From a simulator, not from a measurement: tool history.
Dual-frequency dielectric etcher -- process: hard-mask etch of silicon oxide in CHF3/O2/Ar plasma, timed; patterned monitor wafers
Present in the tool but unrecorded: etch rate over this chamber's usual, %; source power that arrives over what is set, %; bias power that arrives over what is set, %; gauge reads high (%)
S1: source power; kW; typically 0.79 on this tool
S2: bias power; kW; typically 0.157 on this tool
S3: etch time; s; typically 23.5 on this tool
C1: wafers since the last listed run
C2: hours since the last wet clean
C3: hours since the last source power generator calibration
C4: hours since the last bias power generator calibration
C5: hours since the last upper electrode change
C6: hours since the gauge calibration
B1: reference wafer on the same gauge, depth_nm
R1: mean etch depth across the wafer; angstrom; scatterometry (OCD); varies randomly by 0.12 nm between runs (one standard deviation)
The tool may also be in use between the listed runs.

run	hour	S1	S2	S3	C1	C2	C3	C4	C5	C6	B1	R1
1	0	0.79	0.157	19.5	0	153.8	3091	3324.9	4962	159.4	47.22	434.6
2	13.2	0.79	0.157	19.5	140	167	3104.2	3338.1	4975.2	172.6	47.23	434.9
3	27.1	0.79	0.157	19.5	148	180.9	3118.1	3352	4989.1	186.5	47.22	434.5
4	36.1	0.79	0.157	23.5	95	189.9	3127.1	3361	4998.1	195.5	47.18	524.1
5	46.1	0.79	0.157	23.5	106	199.9	3137.1	3371	5008.1	205.5	47.19	523.5
6	61.2	0.79	0.157	23.5	161	215	3152.2	3386.1	5023.2	220.6	47.23	523.6
7	73.9	0.68	0.174	23.5	135	227.7	3164.9	3398.8	5035.9	233.3	47.22	511.6
8	84.7	0.79	0.157	23.5	115	238.5	3175.7	3409.6	5046.7	244.1	47.21	524.3
9	95.3	0.79	0.157	23.5	113	249.1	3186.3	3420.2	5057.3	254.7	47.19	523.3
10	101.4	0.79	0.128	23.5	65	255.2	3192.4	3426.3	5063.4	260.8	47.2	500.2
11	149.2	0.79	0.128	23.5	509	303	3240.2	3474.1	5111.2	308.6	47.18	499.7
12	157.9	0.79	0.128	23.5	92	311.7	3248.9	3482.8	5119.9	317.3	47.22	501.4
13	164.6	0.79	0.157	21.5	71	318.4	3255.6	3489.5	5126.6	324	47.21	477.5
# hour 178.5: bias power generator calibrated
14	179.7	0.79	0.157	21.5	118	333.5	3270.7	1.2	5141.7	339.1	47.2	478.6
15	197.6	0.69	0.157	27	190	351.4	3288.6	19.1	5159.6	357	47.24	572.7
16	205.5	0.79	0.157	23.5	84	359.3	3296.5	27	5167.5	364.9	47.2	522
# hour 225.7: gauge calibrated
# hour 243: wet clean of the chamber
# hour 245.9: source power generator calibrated
# hour 265.8: upper electrode replaced
17	266.3	0.79	0.157	23.5	149	23.3	20.4	87.8	0.5	40.6	47.19	528.5
18	266.7	0.64	0.186	25.5	4	23.7	20.8	88.2	0.9	41	47.23	556.6
19	267	0.6	0.186	18.5	3	24	21.1	88.5	1.2	41.3	47.16	395.8
20	267.3	0.97	0.157	19.5	3	24.3	21.4	88.8	1.5	41.6	47.24	470.5
21	305.3	0.79	0.129	23.5	405	62.3	59.4	126.8	39.5	79.6	47.22	509.1
22	314.5	0.86	0.191	20	98	71.5	68.6	136	48.7	88.8	47.16	485.1
23	365.5	0.79	0.157	23.5	543	122.5	119.6	187	99.7	139.8	47.23	527.6
24	375.6	0.79	0.157	23.5	107	132.6	129.7	197.1	109.8	149.9	47.17	525.9
25	381.8	0.69	0.157	27	66	138.8	135.9	203.3	116	156.1	47.21	578.4
26	397.5	0.9	0.172	23.5	167	154.5	151.6	219	131.7	171.8	47.18	561.9
27	413.1	0.79	0.157	23.5	166	170.1	167.2	234.6	147.3	187.4	47.21	527.7
28	442.8	0.94	0.171	20.5	316	199.8	196.9	264.3	177	217.1	47.23	494.7
29	454.9	0.96	0.121	18.5	129	211.9	209	276.4	189.1	229.2	47.26	417.7

Predict each of these 3 candidate next runs independently; none follows another, all start after run 29:
A	455.3	0.79	0.157	23.5	4	212.3	209.4	276.8	189.5	229.6	?	?
B	455.3	0.85	0.191	23.5	4	212.3	209.4	276.8	189.5	229.6	?	?
C	455.3	0.7	0.129	25.5	4	212.3	209.4	276.8	189.5	229.6	?	?

run	B1	R1
A	47.18	524.6
B	47.18	561.9
C	47.18	525.2
Stripped of hidden state, with their random variation kept, the same runs would have yielded:
run	R1
A	526.5
B	563.9
C	527.1
